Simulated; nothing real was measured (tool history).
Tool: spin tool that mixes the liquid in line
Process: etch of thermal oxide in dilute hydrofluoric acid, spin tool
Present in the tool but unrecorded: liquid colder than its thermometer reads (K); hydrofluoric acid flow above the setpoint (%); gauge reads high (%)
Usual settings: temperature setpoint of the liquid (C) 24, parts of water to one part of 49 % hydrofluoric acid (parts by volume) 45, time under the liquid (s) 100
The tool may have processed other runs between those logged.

run,hour,temperature setpoint of the liquid (C),parts of water to one part of 49 % hydrofluoric acid (parts by volume),time under the liquid (s),wafers since the last listed run,hours since the thermometer was replaced,hours since the hydrofluoric acid flow meter was replaced,hours since the gauge calibration,"read-back film thickness of the thermal oxide reference wafer, read on the same gauge (nm)",thickness taken off the thermal oxide on a monitor wafer (Å)
1,0,24,45,60,0,295,1255.7,599.7,100,71.1
2,66.3,24,45,60,832,361.3,1322,666,100,71.2
3,102.1,25,45,100,449,397.1,1357.8,701.8,100.01,124.8
4,172.4,25,45,100,883,467.4,1428.1,772.1,100.02,124.1
5,233.8,25,45,100,771,528.8,1489.5,833.5,100.02,125.7
6,261.2,21.5,45,100,344,556.2,1516.9,860.9,100,108.3
7,302.2,21.5,45,100,515,597.2,1557.9,901.9,100,109
8,338.2,21.5,45,100,452,633.2,1593.9,937.9,100.02,107.6
9,391.4,24,45,100,668,686.4,1647.1,991.1,100,119.6
10,430.5,24,45,100,491,725.5,1686.2,1030.2,100,118.7
11,458.9,24,45,100,356,753.9,1714.6,1058.6,100,120.5
12,528.1,24,45,100,869,823.1,1783.8,1127.8,100,120.5
# hour 541.8: gauge calibrated
13,591.2,24,45,100,792,886.2,1846.9,49.4,99.99,119.9
14,627.2,26.5,40,100,452,922.2,1882.9,85.4,100,150.6
15,660.3,24,45,100,415,955.3,1916,118.5,100,122.1
16,696.2,24,45,100,451,991.2,1951.9,154.4,100,120.4
17,767.5,19.5,40,160,895,1062.5,2023.2,225.7,99.99,180.2
# hour 804.6: hydrofluoric acid flow meter replaced
18,823.6,19.5,45,120,692,1118.6,19,281.8,100,116.1
19,858.5,24,45,100,438,1153.5,53.9,316.7,99.99,117.5
20,925.6,21,45,45,843,1220.6,121,383.8,99.98,46.4
21,958.2,20.5,55,140,409,1253.2,153.6,416.4,100,115.8
# hour 994.6: thermometer replaced
22,1029.2,19,30,120,879,34.6,224.6,487.4,100.01,172.6
23,1100.7,20.5,65,100,898,106.1,296.1,558.9,100.01,68.4
24,1141.9,24,45,65,517,147.3,337.3,600.1,99.99,76.4
25,1195.1,20.5,55,65,668,200.5,390.5,653.3,100.02,53.7
26,1223.9,24,45,100,361,229.3,419.3,682.1,100.03,117.9
27,1260.6,24,45,100,461,266,456,718.8,100.01,116.6
28,1327,22,55,70,834,332.4,522.4,785.2,100.01,61.3

State the hidden condition of the tool at each of the runs:
liquid colder than its thermometer reads (K): 0, the same for each run
gauge reads high (%): 0, the same for each run
H1: hydrofluoric acid flow above the setpoint (%)
run,H1
1,2.95
2,3.09
3,3.17
4,3.33
5,3.46
6,3.52
7,3.61
8,3.69
9,3.81
10,3.89
11,3.95
12,4.11
13,4.24
14,4.32
15,4.4
16,4.47
17,4.63
18,1.09
19,1.16
20,1.31
21,1.38
22,1.54
23,1.69
24,1.79
25,1.9
26,1.96
27,2.05
28,2.19
